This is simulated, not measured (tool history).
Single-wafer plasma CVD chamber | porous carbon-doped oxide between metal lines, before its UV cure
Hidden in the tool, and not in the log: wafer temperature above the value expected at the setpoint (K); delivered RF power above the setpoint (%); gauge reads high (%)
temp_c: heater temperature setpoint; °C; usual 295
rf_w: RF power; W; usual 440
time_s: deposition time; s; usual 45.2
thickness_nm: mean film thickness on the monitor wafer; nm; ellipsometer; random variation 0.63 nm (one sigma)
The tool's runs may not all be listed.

run,hour,temp_c,rf_w,time_s,wafers since the last listed run,hours since the last thermocouple change,hours since the last RF generator calibration,hours since the showerhead was replaced,hours since the gauge calibration,"read-back reference wafer on the same gauge, thickness_nm",thickness_nm
1,0,295,440,45.2,0,1954.7,1543.7,6575.3,727.2,253.917,208.465
2,13.5,295,440,45.2,226,1968.2,1557.2,6588.8,740.7,254.184,207.648
3,41.2,295,440,45.2,464,1995.9,1584.9,6616.5,768.4,254.029,207.25
4,59.7,295,440,45.2,310,2014.4,1603.4,6635,786.9,254.105,207.926
5,72.5,295,440,45.2,214,2027.2,1616.2,6647.8,799.7,253.831,206.049
6,88,295,440,45.2,260,2042.7,1631.7,6663.3,815.2,254.16,207.69
# hour 117.8: showerhead replaced
7,118.3,299,440,45.2,374,2073,1662,0.5,845.5,254.046,203.084
8,140.5,299,440,45.2,372,2095.2,1684.2,22.7,867.7,254.152,203.541
9,160.8,299,440,45.2,340,2115.5,1704.5,43,888,253.846,202.964
10,181.1,295,440,45.2,340,2135.8,1724.8,63.3,908.3,253.947,205.954
11,209.4,295,440,45.2,474,2164.1,1753.1,91.6,936.6,254.135,206.668
12,226.3,295,440,45.2,283,2181,1770,108.5,953.5,253.908,206.183
# hour 255.8: thermocouple changed; heater temperature recalibrated
13,256.3,295,440,42.9,369,0.5,1800,138.5,983.5,253.901,201.307
# hour 265.4: gauge calibrated
14,272.5,295,440,42.9,271,16.7,1816.2,154.7,7.1,254.215,200.392
15,346,291,440,45.2,1232,90.2,1889.7,228.2,80.6,253.962,216.121
16,378.8,295,440,45.2,550,123,1922.5,261,113.4,254.091,210.443
17,415.2,295,395,52,610,159.4,1958.9,297.4,149.8,253.842,223.562
18,438.6,295,365,45.2,392,182.8,1982.3,320.8,173.2,253.77,183.938
19,455.7,283,415,50.3,286,199.9,1999.4,337.9,190.3,254.028,238.874
# hour 473.6: RF generator calibrated
20,488,302,365,51.3,407,232.2,14.4,370.2,222.6,253.94,206.918
21,507.6,300,475,53.1,328,251.8,34,389.8,242.2,253.979,261.615
22,522.1,307,515,53.2,243,266.3,48.5,404.3,256.7,254.218,264.826
23,551.2,287,370,51.1,488,295.4,77.6,433.4,285.8,253.798,224.965
24,584.8,304,365,36.6,563,329,111.2,467,319.4,254.217,147.304
25,614,305,490,37.8,489,358.2,140.4,496.2,348.6,254.302,185.953
26,630.7,288,440,45.2,280,374.9,157.1,512.9,365.3,254.13,221.981
27,666.6,295,440,45.2,602,410.8,193,548.8,401.2,253.8,215.21
28,680.8,291,375,50.6,238,425,207.2,563,415.4,253.892,218.342
29,694.8,295,440,45.2,234,439,221.2,577,429.4,254.275,215.391
30,715.2,295,365,45.2,342,459.4,241.6,597.4,449.8,253.934,187.808
31,738.9,295,440,52.5,397,483.1,265.3,621.1,473.5,254.223,249.269
32,753.7,291,375,41.6,248,497.9,280.1,635.9,488.3,253.863,179.82
33,784,295,440,47.9,508,528.2,310.4,666.2,518.6,254.271,227.385
34,802.6,286,405,49.5,312,546.8,329,684.8,537.2,253.785,231.768
35,817.3,308,390,42.9,246,561.5,343.7,699.5,551.9,253.986,175.711

Hidden state at the last listed run before each entry between runs and at the first one after, where it differs:
Between runs 6 and 7: showerhead replaced (hour 117.8)
  wafer temperature above the value expected at the setpoint (K): 5.44 -> 5.53; delivered RF power above the setpoint (%): -4.2 -> -4.28
  measured less the result without the state, thickness_nm: -12.55 -> -12.318 nm
Between runs 12 and 13: thermocouple changed; heater temperature recalibrated (hour 255.8)
  wafer temperature above the value expected at the setpoint (K): 5.83 -> 0.334; delivered RF power above the setpoint (%): -4.55 -> -4.63
  measured less the result without the state, thickness_nm: -13.456 -> -7.331 nm
Between runs 13 and 14: gauge calibrated (hour 265.4)
  wafer temperature above the value expected at the setpoint (K): 0.334 -> 0.379; delivered RF power above the setpoint (%): -4.63 -> -4.67
  measured less the result without the state, thickness_nm: -7.331 -> -7.41 nm
Between runs 19 and 20: RF generator calibrated (hour 473.6)
  wafer temperature above the value expected at the setpoint (K): 0.883 -> 0.971; delivered RF power above the setpoint (%): -5.14 -> -1.13
  measured less the result without the state, thickness_nm: -10.421 -> -2.76 nm

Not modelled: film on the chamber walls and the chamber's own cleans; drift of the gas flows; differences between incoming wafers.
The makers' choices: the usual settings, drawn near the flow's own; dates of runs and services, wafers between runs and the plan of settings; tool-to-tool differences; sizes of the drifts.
